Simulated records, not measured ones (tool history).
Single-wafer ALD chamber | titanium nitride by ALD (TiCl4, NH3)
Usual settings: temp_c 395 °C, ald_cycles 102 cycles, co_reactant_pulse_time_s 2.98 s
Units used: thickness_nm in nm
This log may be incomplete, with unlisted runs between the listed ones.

| run | hour | temp_c | ald_cycles | co_reactant_pulse_time_s | wafers since the last listed run | hours since the last thermocouple change | hours since the showerhead was replaced | hours since the gauge calibration | read-back reference wafer on the same gauge, thickness_nm | thickness_nm |
|---|---|---|---|---|---|---|---|---|---|---|
| 1 | 0.0 | 395 | 94 | 2.98 | 0 | 1354.3 | 5345.2 | 583.9 | 2.078 | 1.891 |
|  | 20.5 | thermocouple changed; heater temperature recalibrated |
| 2 | 85.9 | 395 | 94 | 2.98 | 210 | 65.4 | 5431.1 | 669.8 | 2.079 | 1.874 |
| 3 | 123.5 | 395 | 94 | 2.98 | 101 | 103.0 | 5468.7 | 707.4 | 2.083 | 1.886 |
| 4 | 228.4 | 395 | 102 | 2.98 | 282 | 207.9 | 5573.6 | 812.3 | 2.079 | 2.035 |
| 5 | 302.1 | 395 | 102 | 2.98 | 198 | 281.6 | 5647.3 | 886.0 | 2.079 | 2.025 |
| 6 | 392.5 | 395 | 102 | 2.98 | 243 | 372.0 | 5737.7 | 976.4 | 2.078 | 2.052 |
| 7 | 441.5 | 395 | 102 | 2.98 | 132 | 421.0 | 5786.7 | 1025.4 | 2.079 | 2.059 |
| 8 | 530.6 | 403 | 102 | 2.98 | 240 | 510.1 | 5875.8 | 1114.5 | 2.081 | 2.058 |
| 9 | 632.5 | 403 | 102 | 2.98 | 274 | 612.0 | 5977.7 | 1216.4 | 2.084 | 2.069 |
| 10 | 670.8 | 395 | 117 | 2.98 | 103 | 650.3 | 6016.0 | 1254.7 | 2.078 | 2.349 |
| 11 | 771.8 | 395 | 114 | 2.98 | 272 | 751.3 | 6117.0 | 1355.7 | 2.082 | 2.287 |
| 12 | 866.5 | 395 | 91 | 3.50 | 255 | 846.0 | 6211.7 | 1450.4 | 2.077 | 1.814 |
| 13 | 946.5 | 395 | 102 | 2.68 | 215 | 926.0 | 6291.7 | 1530.4 | 2.079 | 2.028 |
| 14 | 1029.7 | 388 | 108 | 2.49 | 224 | 1009.2 | 6374.9 | 1613.6 | 2.080 | 2.144 |
|  | 1075.0 | thermocouple changed; heater temperature recalibrated |
| 15 | 1110.2 | 395 | 102 | 2.98 | 195 | 35.2 | 6455.4 | 1694.1 | 2.078 | 2.040 |
| 16 | 1178.1 | 395 | 102 | 3.94 | 183 | 103.1 | 6523.3 | 1762.0 | 2.080 | 2.059 |
|  | 1214.2 | gauge calibrated |
| 17 | 1226.1 | 391 | 85 | 2.35 | 129 | 151.1 | 6571.3 | 11.9 | 2.079 | 1.674 |
|  | 1322.0 | showerhead replaced |
| 18 | 1327.1 | 386 | 116 | 3.79 | 250 | 252.1 | 5.1 | 112.9 | 2.081 | 2.345 |
| 19 | 1383.4 | 403 | 102 | 2.24 | 151 | 308.4 | 61.4 | 169.2 | 2.083 | 2.028 |
| 20 | 1432.6 | 395 | 110 | 2.98 | 132 | 357.6 | 110.6 | 218.4 | 2.081 | 2.218 |
| 21 | 1469.4 | 395 | 110 | 2.98 | 99 | 394.4 | 147.4 | 255.2 | 2.082 | 2.189 |
| 22 | 1540.5 | 385 | 89 | 3.79 | 191 | 465.5 | 218.5 | 326.3 | 2.080 | 1.776 |
| 23 | 1647.7 | 395 | 102 | 2.98 | 289 | 572.7 | 325.7 | 433.5 | 2.080 | 2.026 |
| 24 | 1790.8 | 395 | 102 | 2.98 | 385 | 715.8 | 468.8 | 576.6 | 2.081 | 2.065 |

Expected results for the next run?
| 25 | 1861.0 | 395 | 111 | 2.98 | 189 | 786.0 | 539.0 | 646.8 | ? | ? |

{"run 25": {"read-back reference wafer on the same gauge, thickness_nm": 2.081, "thickness_nm": 2.214}}
Without the tool's hidden state the same run would have given thickness_nm 2.214 nm.
